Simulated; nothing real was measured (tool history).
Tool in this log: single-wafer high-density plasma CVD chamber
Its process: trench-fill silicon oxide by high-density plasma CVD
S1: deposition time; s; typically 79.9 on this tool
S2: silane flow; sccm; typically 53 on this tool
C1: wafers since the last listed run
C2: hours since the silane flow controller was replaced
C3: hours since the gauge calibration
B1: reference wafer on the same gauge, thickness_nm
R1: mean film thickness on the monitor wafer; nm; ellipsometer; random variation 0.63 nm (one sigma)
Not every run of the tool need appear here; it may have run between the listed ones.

run 1 day=0.000 | S1=79.9 S2=48 | C1=0 C2=4078.5 C3=157.2 | B1=417.080 | R1=357.873
run 2 day=0.592 | S1=79.9 S2=48 | C1=181 C2=4092.7 C3=171.4 | B1=417.173 | R1=358.887
run 3 day=1.242 | S1=79.9 S2=59 | C1=199 C2=4108.3 C3=187.0 | B1=416.851 | R1=440.472
run 4 day=1.625 | S1=79.9 S2=59 | C1=117 C2=4117.5 C3=196.2 | B1=417.216 | R1=440.798
run 5 day=1.954 | S1=79.9 S2=59 | C1=101 C2=4125.4 C3=204.1 | B1=416.822 | R1=439.821
run 6 day=2.608 | S1=70.0 S2=53 | C1=201 C2=4141.1 C3=219.8 | B1=416.911 | R1=347.301
run 7 day=3.358 | S1=79.9 S2=57 | C1=230 C2=4159.1 C3=237.8 | B1=416.936 | R1=424.992
run 8 day=3.779 | S1=79.9 S2=53 | C1=129 C2=4169.2 C3=247.9 | B1=416.946 | R1=396.186
run 9 day=4.200 | S1=79.9 S2=53 | C1=129 C2=4179.3 C3=258.0 | B1=417.013 | R1=394.845
run 10 day=4.467 | S1=79.9 S2=53 | C1=82 C2=4185.7 C3=264.4 | B1=416.872 | R1=396.483
run 11 day=5.017 | S1=79.9 S2=53 | C1=169 C2=4198.9 C3=277.6 | B1=416.863 | R1=396.764
run 12 day=5.521 | S1=79.9 S2=53 | C1=155 C2=4211.0 C3=289.7 | B1=417.197 | R1=397.080
run 13 day=6.142 | S1=79.9 S2=53 | C1=190 C2=4225.9 C3=304.6 | B1=416.923 | R1=395.512
-- day=6.254 gauge calibrated
run 14 day=6.683 | S1=79.9 S2=61 | C1=166 C2=4238.9 C3=10.3 | B1=416.791 | R1=454.723
run 15 day=7.188 | S1=79.9 S2=61 | C1=155 C2=4251.0 C3=22.4 | B1=417.094 | R1=454.696
run 16 day=7.446 | S1=79.9 S2=61 | C1=79 C2=4257.2 C3=28.6 | B1=417.252 | R1=455.019
run 17 day=7.821 | S1=79.9 S2=44 | C1=115 C2=4266.2 C3=37.6 | B1=417.037 | R1=328.714
run 18 day=8.238 | S1=88.4 S2=49 | C1=128 C2=4276.2 C3=47.6 | B1=416.881 | R1=404.770
run 19 day=8.838 | S1=91.6 S2=59 | C1=184 C2=4290.6 C3=62.0 | B1=416.796 | R1=504.998
run 20 day=9.100 | S1=79.9 S2=53 | C1=80 C2=4296.9 C3=68.3 | B1=416.937 | R1=395.638
run 21 day=9.421 | S1=84.4 S2=56 | C1=98 C2=4304.6 C3=76.0 | B1=416.880 | R1=440.759
run 22 day=9.942 | S1=64.5 S2=61 | C1=160 C2=4317.1 C3=88.5 | B1=416.907 | R1=367.807
run 23 day=10.692 | S1=79.9 S2=53 | C1=230 C2=4335.1 C3=106.5 | B1=417.007 | R1=394.990
run 24 day=11.204 | S1=79.9 S2=53 | C1=157 C2=4347.4 C3=118.8 | B1=417.045 | R1=395.257
run 25 day=11.954 | S1=74.8 S2=58 | C1=230 C2=4365.4 C3=136.8 | B1=416.930 | R1=404.909
-- day=12.717 silane flow controller replaced
run 26 day=12.738 | S1=79.9 S2=47 | C1=138 C2=0.5 C3=155.6 | B1=417.212 | R1=373.827
run 27 day=13.042 | S1=93.8 S2=59 | C1=93 C2=7.8 C3=162.9 | B1=416.786 | R1=548.550
run 28 day=13.738 | S1=68.7 S2=53 | C1=213 C2=24.5 C3=179.6 | B1=417.012 | R1=360.620
run 29 day=14.008 | S1=88.2 S2=47 | C1=83 C2=31.0 C3=186.1 | B1=417.027 | R1=410.507
run 30 day=14.738 | S1=79.9 S2=57 | C1=224 C2=48.5 C3=203.6 | B1=416.949 | R1=450.960
run 31 day=15.321 | S1=74.3 S2=53 | C1=179 C2=62.5 C3=217.6 | B1=417.188 | R1=389.712
run 32 day=16.004 | S1=79.9 S2=53 | C1=210 C2=78.9 C3=234.0 | B1=417.034 | R1=418.751

Predict each of these 4 candidate next runs independently; none follows another, all start after run 32:
run A day=16.021 | S1=73.0 S2=53 | C1=5 C2=79.3 C3=234.4 | B1=? | R1=?
run B day=16.021 | S1=67.9 S2=56 | C1=5 C2=79.3 C3=234.4 | B1=? | R1=?
run C day=16.021 | S1=68.1 S2=58 | C1=5 C2=79.3 C3=234.4 | B1=? | R1=?
run D day=16.021 | S1=64.7 S2=63 | C1=5 C2=79.3 C3=234.4 | B1=? | R1=?

run=A B1=417.047 R1=382.072
run=B B1=417.047 R1=375.495
run=C B1=417.047 R1=390.051
run=D B1=417.047 R1=402.523
With the hidden condition removed and each run's random variation left untouched, the same runs would have given:
run=A R1=382.412
run=B R1=375.829
run=C R1=390.398
run=D R1=402.882
